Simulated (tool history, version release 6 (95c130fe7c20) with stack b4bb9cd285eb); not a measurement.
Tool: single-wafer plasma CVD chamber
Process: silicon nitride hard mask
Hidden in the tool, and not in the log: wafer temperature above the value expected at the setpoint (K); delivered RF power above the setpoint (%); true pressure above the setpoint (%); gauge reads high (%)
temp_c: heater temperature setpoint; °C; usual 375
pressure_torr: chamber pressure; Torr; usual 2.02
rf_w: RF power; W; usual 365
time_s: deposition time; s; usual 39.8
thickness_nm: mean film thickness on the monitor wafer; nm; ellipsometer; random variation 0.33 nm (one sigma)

run	hour	temp_c	pressure_torr	rf_w	time_s	wafers since the last listed run	hours since the last thermocouple change	hours since the last RF generator calibration	hours since the last manometer calibration	hours since the showerhead was replaced	hours since the gauge calibration	read-back reference wafer on the same gauge, thickness_nm	thickness_nm
1	0.0	375	2.24	365	39.8	0	2015.9	1012.3	1363.4	2545.4	95.9	52.594	57.508
2	72.2	375	2.24	365	39.8	1054	2088.1	1084.5	1435.6	2617.6	168.1	52.810	58.003
3	117.5	375	2.02	365	45.3	661	2133.4	1129.8	1480.9	2662.9	213.4	52.865	63.836
4	185.7	375	2.02	365	45.3	996	2201.6	1198.0	1549.1	2731.1	281.6	53.027	63.753
5	275.0	375	2.02	365	45.3	1304	2290.9	1287.3	1638.4	2820.4	370.9	53.210	63.590
6	336.2	369	2.02	365	34.3	894	2352.1	1348.5	1699.6	2881.6	432.1	53.294	48.236
7	407.0	375	2.02	365	39.8	1034	2422.9	1419.3	1770.4	2952.4	502.9	53.468	55.683
# hour 469.8: capacitance manometer re-zeroed and calibrated
# hour 473.2: RF generator calibrated
# hour 495.2: showerhead replaced
8	495.7	375	2.02	365	39.8	1012	2511.6	22.5	25.9	0.5	591.6	53.611	56.142
# hour 530.4: gauge calibrated
9	535.3	365	2.02	365	39.8	578	2551.2	62.1	65.5	40.1	4.9	52.454	54.986
# hour 566.8: thermocouple changed; heater temperature recalibrated
10	598.6	375	2.28	365	33.5	808	31.8	125.4	128.8	103.4	68.2	52.519	49.016
11	675.4	367	1.52	425	39.8	1122	108.6	202.2	205.6	180.2	145.0	52.674	55.113
12	713.2	375	2.02	320	37.3	552	146.4	240.0	243.4	218.0	182.8	52.762	44.930
13	764.5	375	2.02	365	39.8	749	197.7	291.3	294.7	269.3	234.1	52.901	55.436
14	872.2	381	2.36	365	43.3	1573	305.4	399.0	402.4	377.0	341.8	53.090	63.882
15	959.4	375	2.02	340	47.4	1274	392.6	486.2	489.6	464.2	429.0	53.263	62.312
16	1016.3	375	2.02	365	39.8	831	449.5	543.1	546.5	521.1	485.9	53.343	55.979
17	1091.3	375	2.02	365	39.8	1095	524.5	618.1	621.5	596.1	560.9	53.505	55.691
18	1195.0	375	2.02	395	39.8	1515	628.2	721.8	725.2	699.8	664.6	53.694	60.715

Measured less the same run without the tool's hidden state. The same run-to-run variation is in both; the gauge's scatter may not be:
run	thickness_nm
1	+0.168
2	+0.335
3	+0.483
4	+0.653
5	+0.873
6	+0.777
7	+1.049
8	+1.249
9	-0.129
10	+0.010
11	+0.180
12	+0.213
13	+0.376
14	+0.704
15	+0.898
16	+0.930
17	+1.086
18	+1.426
